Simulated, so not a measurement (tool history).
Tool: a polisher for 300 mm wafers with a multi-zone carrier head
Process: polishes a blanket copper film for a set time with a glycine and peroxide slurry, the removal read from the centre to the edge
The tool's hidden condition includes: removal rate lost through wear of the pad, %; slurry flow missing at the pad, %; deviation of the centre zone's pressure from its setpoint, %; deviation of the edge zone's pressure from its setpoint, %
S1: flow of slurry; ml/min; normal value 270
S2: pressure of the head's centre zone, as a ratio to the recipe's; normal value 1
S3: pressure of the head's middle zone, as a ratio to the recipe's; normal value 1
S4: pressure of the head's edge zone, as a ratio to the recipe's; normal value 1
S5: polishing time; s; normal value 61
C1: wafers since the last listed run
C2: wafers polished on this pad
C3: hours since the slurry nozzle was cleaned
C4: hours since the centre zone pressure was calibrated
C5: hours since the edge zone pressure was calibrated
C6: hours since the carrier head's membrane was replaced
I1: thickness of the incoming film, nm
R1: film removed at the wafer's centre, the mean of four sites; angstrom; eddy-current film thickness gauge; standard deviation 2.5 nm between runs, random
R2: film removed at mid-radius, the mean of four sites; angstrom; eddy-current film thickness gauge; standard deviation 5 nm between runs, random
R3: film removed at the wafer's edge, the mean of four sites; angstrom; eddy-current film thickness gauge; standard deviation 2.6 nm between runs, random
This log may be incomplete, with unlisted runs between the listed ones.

Run 1, day 0: usual settings; C1 0; C2 503; C3 607.7; C4 687.3; C5 456.3; C6 1381.2; I1 1391.7. Result: R1 3812 angstrom, R2 3892 angstrom, R3 4017 angstrom.
At day 0.421: worn pad replaced by a new one.
Run 2, day 0.675: usual settings; C1 92; C2 46; C3 623.9; C4 703.5; C5 472.5; C6 1397.4; I1 1376.6. Result: R1 3846 angstrom, R2 3847 angstrom, R3 3929 angstrom.
Run 3, day 1.338: usual settings but S1 310 ml/min, S3 1.09; C1 120; C2 167; C3 639.8; C4 719.4; C5 488.4; C6 1413.3; I1 1377.5. Result: R1 3867 angstrom, R2 4238 angstrom, R3 4008 angstrom.
Run 4, day 1.888: usual settings but S1 310 ml/min, S3 1.09; C1 100; C2 267; C3 653; C4 732.6; C5 501.6; C6 1426.5; I1 1355. Result: R1 3887 angstrom, R2 4270 angstrom, R3 4016 angstrom.
Run 5, day 2.204: usual settings but S1 310 ml/min, S3 1.09; C1 57; C2 325; C3 660.6; C4 740.2; C5 509.2; C6 1434.1; I1 1378.1. Result: R1 3844 angstrom, R2 4266 angstrom, R3 4008 angstrom.
Run 6, day 2.479: usual settings but S5 45 s; C1 50; C2 375; C3 667.2; C4 746.8; C5 515.8; C6 1440.7; I1 1397.5. Result: R1 2781 angstrom, R2 2774 angstrom, R3 2914 angstrom.
At day 3.046: edge zone pressure recalibrated.
At day 3.15: worn pad replaced by a new one.
Run 7, day 3.179: usual settings but S5 45 s; C1 93; C2 5; C3 684; C4 763.6; C5 3.2; C6 1457.5; I1 1383.4. Result: R1 2767 angstrom, R2 2777 angstrom, R3 2913 angstrom.
Run 8, day 3.771: usual settings but S1 340 ml/min; C1 107; C2 113; C3 698.2; C4 777.8; C5 17.4; C6 1471.7; I1 1384.9. Result: R1 3894 angstrom, R2 4001 angstrom, R3 3995 angstrom.
Run 9, day 4.433: usual settings; C1 120; C2 234; C3 714.1; C4 793.7; C5 33.3; C6 1487.6; I1 1384.5. Result: R1 3737 angstrom, R2 3876 angstrom, R3 3878 angstrom.
At day 4.758: centre zone pressure recalibrated.
Run 10, day 4.9: usual settings but S2 1.1; C1 69; C2 304; C3 725.3; C4 3.4; C5 44.5; C6 1498.8; I1 1369.7. Result: R1 4094 angstrom, R2 3683 angstrom, R3 3893 angstrom.
Run 11, day 5.429: usual settings but S4 1.11, S5 71 s; C1 96; C2 400; C3 738; C4 16.1; C5 57.2; C6 1511.5; I1 1366.3. Result: R1 4341 angstrom, R2 4299 angstrom, R3 4753 angstrom.
At day 5.829: worn pad replaced by a new one.
At day 5.833: slurry nozzle cleaned.
At day 5.871: carrier head's membrane replaced by a new one.
Run 12, day 6.079: usual settings but S4 0.96, S5 45 s; C1 80; C2 37; C3 5.9; C4 31.7; C5 72.8; C6 5; I1 1385.5. Result: R1 2948 angstrom, R2 2932 angstrom, R3 2943 angstrom.
Run 13, day 6.688: usual settings but S1 310 ml/min, S3 1.09; C1 111; C2 148; C3 20.5; C4 46.3; C5 87.4; C6 19.6; I1 1364. Result: R1 4028 angstrom, R2 4360 angstrom, R3 4094 angstrom.
Run 14, day 7.138: usual settings but S2 0.94; C1 82; C2 230; C3 31.3; C4 57.1; C5 98.2; C6 30.4; I1 1393.1. Result: R1 3728 angstrom, R2 4085 angstrom, R3 4120 angstrom.

Run 15 has not been measured yet. What should we expect?
Run 15, day 7.708: usual settings; C1 104; C2 334; C3 45; C4 70.8; C5 111.9; C6 44.1; I1 1368.1. Result: R1 ?, R2 ?, R3 ?.

R1: 3943 angstrom
R2: 3935 angstrom
R3: 4093 angstrom
On a tool with no hidden condition, and with the same random variation, this run would have come out at R1 3954 angstrom, R2 3944 angstrom, R3 4100 angstrom.

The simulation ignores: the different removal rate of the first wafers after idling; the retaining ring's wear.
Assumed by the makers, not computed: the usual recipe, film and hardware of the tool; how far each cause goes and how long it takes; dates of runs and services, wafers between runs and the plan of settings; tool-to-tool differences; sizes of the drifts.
